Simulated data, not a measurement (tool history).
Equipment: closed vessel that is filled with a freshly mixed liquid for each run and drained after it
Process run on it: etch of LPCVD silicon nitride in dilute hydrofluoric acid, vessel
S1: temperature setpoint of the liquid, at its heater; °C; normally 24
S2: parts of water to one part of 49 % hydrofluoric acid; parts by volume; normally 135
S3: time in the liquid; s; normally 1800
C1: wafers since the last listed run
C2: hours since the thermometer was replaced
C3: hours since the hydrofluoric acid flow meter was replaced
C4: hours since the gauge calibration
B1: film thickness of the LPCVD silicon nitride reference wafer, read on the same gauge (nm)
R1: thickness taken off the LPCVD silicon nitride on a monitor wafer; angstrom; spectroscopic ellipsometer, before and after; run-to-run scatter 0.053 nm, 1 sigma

Run 1, hour 0: usual settings but S1 27 °C; C1 0; C2 1161.4; C3 654; C4 736.8; B1 99.98. Result: R1 74.9 angstrom.
Run 2, hour 102: usual settings; C1 5148; C2 1263.4; C3 756; C4 838.8; B1 99.98. Result: R1 60.8 angstrom.
Run 3, hour 158: usual settings; C1 2826; C2 1319.4; C3 812; C4 894.8; B1 100.01. Result: R1 60.9 angstrom.
Run 4, hour 247.8: usual settings; C1 4532; C2 1409.2; C3 901.8; C4 984.6; B1 100.03. Result: R1 60.6 angstrom.
Run 5, hour 317: usual settings; C1 3492; C2 1478.4; C3 971; C4 1053.8; B1 99.99. Result: R1 60.8 angstrom.
Run 6, hour 384.6: usual settings; C1 3411; C2 1546; C3 1038.6; C4 1121.4; B1 99.98. Result: R1 61.7 angstrom.
At hour 388.4: hydrofluoric acid flow meter replaced.
Run 7, hour 483.9: usual settings; C1 4961; C2 1645.3; C3 95.5; C4 1220.7; B1 99.98. Result: R1 61.3 angstrom.
Run 8, hour 570.8: usual settings but S3 1475 s; C1 4386; C2 1732.2; C3 182.4; C4 1307.6; B1 100.01. Result: R1 49.9 angstrom.
Run 9, hour 616.2: usual settings but S3 1475 s; C1 2291; C2 1777.6; C3 227.8; C4 1353; B1 99.99. Result: R1 49.2 angstrom.
Run 10, hour 664.3: usual settings; C1 2427; C2 1825.7; C3 275.9; C4 1401.1; B1 99.99. Result: R1 60.8 angstrom.
Run 11, hour 727.8: usual settings; C1 3205; C2 1889.2; C3 339.4; C4 1464.6; B1 99.99. Result: R1 62 angstrom.
Run 12, hour 793.6: usual settings; C1 3321; C2 1955; C3 405.2; C4 1530.4; B1 100. Result: R1 60.9 angstrom.
At hour 867: gauge calibrated.
Run 13, hour 892.5: usual settings but S1 28.5 °C, S2 160 parts by volume; C1 4991; C2 2053.9; C3 504.1; C4 25.5; B1 100.01. Result: R1 69 angstrom.
Run 14, hour 970.6: usual settings but S1 26 °C; C1 3941; C2 2132; C3 582.2; C4 103.6; B1 99.99. Result: R1 70.3 angstrom.
Run 15, hour 1012.7: usual settings but S2 70 parts by volume; C1 2124; C2 2174.1; C3 624.3; C4 145.7; B1 100. Result: R1 116 angstrom.
Run 16, hour 1092.8: usual settings; C1 4042; C2 2254.2; C3 704.4; C4 225.8; B1 100. Result: R1 60 angstrom.
Run 17, hour 1190: usual settings but S3 2655 s; C1 4905; C2 2351.4; C3 801.6; C4 323; B1 99.97. Result: R1 89.6 angstrom.
At hour 1195: thermometer replaced.
Run 18, hour 1254.6: usual settings but S1 26.5 °C; C1 3210; C2 59.6; C3 866.2; C4 387.6; B1 100. Result: R1 71.6 angstrom.
At hour 1498.4: hydrofluoric acid flow meter replaced.
Run 19, hour 1564.7: usual settings; C1 15601; C2 369.7; C3 66.3; C4 697.7; B1 99.99. Result: R1 61.4 angstrom.
Run 20, hour 1650.7: usual settings but S1 26.5 °C, S2 110 parts by volume, S3 2815 s; C1 4340; C2 455.7; C3 152.3; C4 783.7; B1 100. Result: R1 140.2 angstrom.
Run 21, hour 1694.5: usual settings but S1 29 °C, S2 110 parts by volume, S3 1290 s; C1 2210; C2 499.5; C3 196.1; C4 827.5; B1 99.98. Result: R1 73.8 angstrom.
Run 22, hour 1783.9: usual settings but S1 29 °C, S2 185 parts by volume, S3 2430 s; C1 4512; C2 588.9; C3 285.5; C4 916.9; B1 100.01. Result: R1 82.6 angstrom.
Run 23, hour 1871.6: usual settings but S1 22 °C, S2 80 parts by volume, S3 1055 s; C1 4426; C2 676.6; C3 373.2; C4 1004.6; B1 99.99. Result: R1 52.6 angstrom.
Run 24, hour 1907.7: usual settings but S3 2655 s; C1 1822; C2 712.7; C3 409.3; C4 1040.7; B1 99.99. Result: R1 91.8 angstrom.
Run 25, hour 2005.9: usual settings but S2 80 parts by volume, S3 2515 s; C1 4956; C2 810.9; C3 507.5; C4 1138.9; B1 100.02. Result: R1 145.1 angstrom.

Branching from run 25: 4 alternative next runs. What would each branch give?
Run A, hour 2007.1: usual settings; C1 60; C2 812.1; C3 508.7; C4 1140.1; B1 ?. Result: R1 ?.
Run B, hour 2007.1: usual settings but S1 22.5 °C, S2 110 parts by volume, S3 2450 s; C1 60; C2 812.1; C3 508.7; C4 1140.1; B1 ?. Result: R1 ?.
Run C, hour 2007.1: usual settings but S1 27 °C, S2 85 parts by volume, S3 975 s; C1 60; C2 812.1; C3 508.7; C4 1140.1; B1 ?. Result: R1 ?.
Run D, hour 2007.1: usual settings but S1 19 °C, S3 785 s; C1 60; C2 812.1; C3 508.7; C4 1140.1; B1 ?. Result: R1 ?.

run      B1    R1
  A  100.01  61.8
  B  100.01  93.2
  C  100.01  64.3
  D  100.01  19.3
What these runs would have given with no unlogged condition in the tool:
run    R1
  A  61.8
  B  93.2
  C  64.3
  D  19.3
